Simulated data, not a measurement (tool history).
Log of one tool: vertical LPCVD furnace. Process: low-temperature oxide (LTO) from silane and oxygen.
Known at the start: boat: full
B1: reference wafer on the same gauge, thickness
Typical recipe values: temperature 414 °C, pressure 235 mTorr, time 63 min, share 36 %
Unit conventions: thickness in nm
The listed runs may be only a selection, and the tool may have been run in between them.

Run 1, day 0: usual settings but pressure 220 mTorr; B1 619.01. Result: thickness 586.07 nm.
Run 2, day 4.046: usual settings but pressure 220 mTorr; B1 619.09. Result: thickness 587.67 nm.
At day 4.5: gauge calibrated.
Run 3, day 7.2: usual settings but pressure 220 mTorr; B1 619.08. Result: thickness 585.82 nm.
Run 4, day 9.283: usual settings; B1 618.63. Result: thickness 625.92 nm.
Run 5, day 11.521: usual settings; B1 618.82. Result: thickness 630.85 nm.
Run 6, day 15.058: usual settings but time 81.5 min; B1 618.59. Result: thickness 808.73 nm.
Run 7, day 17.092: usual settings but time 81.5 min; B1 619.46. Result: thickness 815.29 nm.
Run 8, day 22.708: usual settings; B1 619.29. Result: thickness 628.42 nm.
Run 9, day 26.258: usual settings; B1 619.01. Result: thickness 630.94 nm.
Run 10, day 30.179: usual settings but pressure 200 mTorr, share 31 %; B1 618.74. Result: thickness 444.05 nm.
Run 11, day 33.562: usual settings but time 85 min, share 43 %; B1 619.28. Result: thickness 1036.27 nm.
Run 12, day 35.246: usual settings but temperature 419 °C, pressure 215 mTorr, time 55.5 min, share 41 %; B1 619.22. Result: thickness 618.98 nm.
At day 46.646: pressure gauge zeroed.
Run 13, day 46.667: usual settings but pressure 285 mTorr, share 29 %; B1 619.26. Result: thickness 577.37 nm.
Run 14, day 47.733: usual settings but temperature 420 °C; B1 619.35. Result: thickness 676.06 nm.
At day 50.408: silane flow controller replaced.
Run 15, day 51.8: usual settings but temperature 418 °C, pressure 190 mTorr, time 88 min, share 32 %; B1 618.89. Result: thickness 610.74 nm.
At day 54.354: thermocouples replaced and temperature profile calibrated.
At day 55.912: gauge calibrated.
Run 16, day 63.804: usual settings; B1 618.66. Result: thickness 607.88 nm.
Run 17, day 66.646: usual settings but time 45.5 min, share 29 %; B1 619.32. Result: thickness 325.99 nm.
Run 18, day 69.588: usual settings but pressure 275 mTorr, share 41 %; B1 618.94. Result: thickness 831.09 nm.
Run 19, day 71.929: usual settings but temperature 420 °C; B1 619.07. Result: thickness 645.56 nm.
Run 20, day 74.646: usual settings but temperature 404 °C, time 50 min, share 32 %; B1 618.66. Result: thickness 370.65 nm.

4 options for the next run, each taken on its own from the tool as it stands now. Forecast them:
Run A, day 74.867: usual settings but pressure 195 mTorr; B1 ?. Result: thickness ?.
Run B, day 74.867: usual settings but temperature 423 °C, pressure 265 mTorr, time 48.5 min, share 29 %; B1 ?. Result: thickness ?.
Run C, day 74.867: usual settings but temperature 409 °C; B1 ?. Result: thickness ?.
Run D, day 74.867: usual settings but share 30 %; B1 ?. Result: thickness ?.

run      B1  thickness
  A  618.71     503.45
  B  618.71     434.73
  C  618.71     574.66
  D  618.71     475.35
Without the tool's hidden state the same runs would have given:
run  thickness
  A     499.13
  B     430.06
  C     569.67
  D     470.32
